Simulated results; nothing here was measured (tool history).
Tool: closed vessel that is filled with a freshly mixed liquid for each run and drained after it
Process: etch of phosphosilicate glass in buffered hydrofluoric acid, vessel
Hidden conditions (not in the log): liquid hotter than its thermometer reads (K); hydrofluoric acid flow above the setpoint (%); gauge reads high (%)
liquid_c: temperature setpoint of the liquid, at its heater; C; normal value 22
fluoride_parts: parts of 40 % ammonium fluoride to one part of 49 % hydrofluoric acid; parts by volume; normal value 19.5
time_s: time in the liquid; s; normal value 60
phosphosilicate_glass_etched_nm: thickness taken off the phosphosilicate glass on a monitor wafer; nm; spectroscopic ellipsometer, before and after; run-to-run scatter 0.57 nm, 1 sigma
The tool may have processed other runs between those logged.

| run | hour | liquid_c | fluoride_parts | time_s | wafers since the last listed run | hours since the thermometer was replaced | hours since the hydrofluoric acid flow meter was replaced | hours since the gauge calibration | read-back film thickness of the phosphosilicate glass reference wafer, read on the same gauge (nm) | phosphosilicate_glass_etched_nm |
|---|---|---|---|---|---|---|---|---|---|---|
| 1 | 0 | 22 | 19.5 | 60 | 0 | 188.1 | 1989.8 | 345.3 | 49.98 | 165.91 |
| 2 | 35.3 | 22 | 19.5 | 60 | 3950 | 223.4 | 2025.1 | 380.6 | 50.02 | 166.24 |
| 3 | 47.4 | 22 | 19.5 | 60 | 1354 | 235.5 | 2037.2 | 392.7 | 49.98 | 166.68 |
| 4 | 82 | 22 | 19.5 | 60 | 3872 | 270.1 | 2071.8 | 427.3 | 49.97 | 166.01 |
| 5 | 116.3 | 22 | 19.5 | 60 | 3838 | 304.4 | 2106.1 | 461.6 | 49.96 | 166.61 |
| 6 | 138.7 | 22 | 19.5 | 35 | 2506 | 326.8 | 2128.5 | 484 | 50.01 | 97.28 |
| 7 | 156.3 | 22 | 19.5 | 35 | 1969 | 344.4 | 2146.1 | 501.6 | 50.01 | 97.67 |
| 8 | 191.7 | 22 | 19.5 | 60 | 3961 | 379.8 | 2181.5 | 537 | 50.02 | 167.89 |
| 9 | 219 | 22 | 19.5 | 60 | 3055 | 407.1 | 2208.8 | 564.3 | 50 | 168.59 |
| 10 | 246.3 | 22 | 19.5 | 60 | 3055 | 434.4 | 2236.1 | 591.6 | 50 | 167.94 |
| 11 | 273.1 | 19 | 19.5 | 60 | 2999 | 461.2 | 2262.9 | 618.4 | 50.01 | 142.62 |
|  | 292.6 | thermometer replaced |
| 12 | 307.2 | 22 | 19.5 | 40 | 3704 | 14.6 | 2297 | 652.5 | 49.99 | 112.03 |
|  | 320.2 | gauge calibrated |
| 13 | 326.1 | 26 | 19.5 | 75 | 2115 | 33.5 | 2315.9 | 5.9 | 49.97 | 262.87 |
|  | 329.4 | hydrofluoric acid flow meter replaced |
| 14 | 359.3 | 22 | 17.5 | 30 | 3603 | 66.7 | 29.9 | 39.1 | 49.99 | 84.73 |
| 15 | 435.2 | 22 | 19.5 | 60 | 8493 | 142.6 | 105.8 | 115 | 50.01 | 153.38 |
| 16 | 449.6 | 26 | 25.5 | 95 | 1611 | 157 | 120.2 | 129.4 | 49.99 | 249.21 |
| 17 | 479.7 | 22 | 19.5 | 60 | 3368 | 187.1 | 150.3 | 159.5 | 49.97 | 153.22 |
| 18 | 504 | 22 | 19.5 | 75 | 2719 | 211.4 | 174.6 | 183.8 | 50.02 | 192.24 |
| 19 | 564.7 | 25.5 | 19.5 | 60 | 6792 | 272.1 | 235.3 | 244.5 | 49.99 | 185.71 |
| 20 | 597.6 | 22 | 19.5 | 60 | 3681 | 305 | 268.2 | 277.4 | 49.99 | 154.74 |
| 21 | 626.3 | 19 | 24.5 | 85 | 3211 | 333.7 | 296.9 | 306.1 | 49.98 | 155.79 |

3 ways to go on from here, each from the tool as it stands after run 21. What would each give?
| A | 627 | 22 | 19.5 | 60 | 78 | 334.4 | 297.6 | 306.8 | ? | ? |
| B | 627 | 18 | 11.5 | 40 | 78 | 334.4 | 297.6 | 306.8 | ? | ? |
| C | 627 | 22 | 27.5 | 35 | 78 | 334.4 | 297.6 | 306.8 | ? | ? |

| run | read-back film thickness of the phosphosilicate glass reference wafer, read on the same gauge (nm) | phosphosilicate_glass_etched_nm |
|---|---|---|
| A | 49.99 | 154.53 |
| B | 49.99 | 138.34 |
| C | 49.99 | 70.2 |
Without the tool's hidden state the same runs would have given:
| run | phosphosilicate_glass_etched_nm |
|---|---|
| A | 151.77 |
| B | 135.89 |
| C | 69.32 |
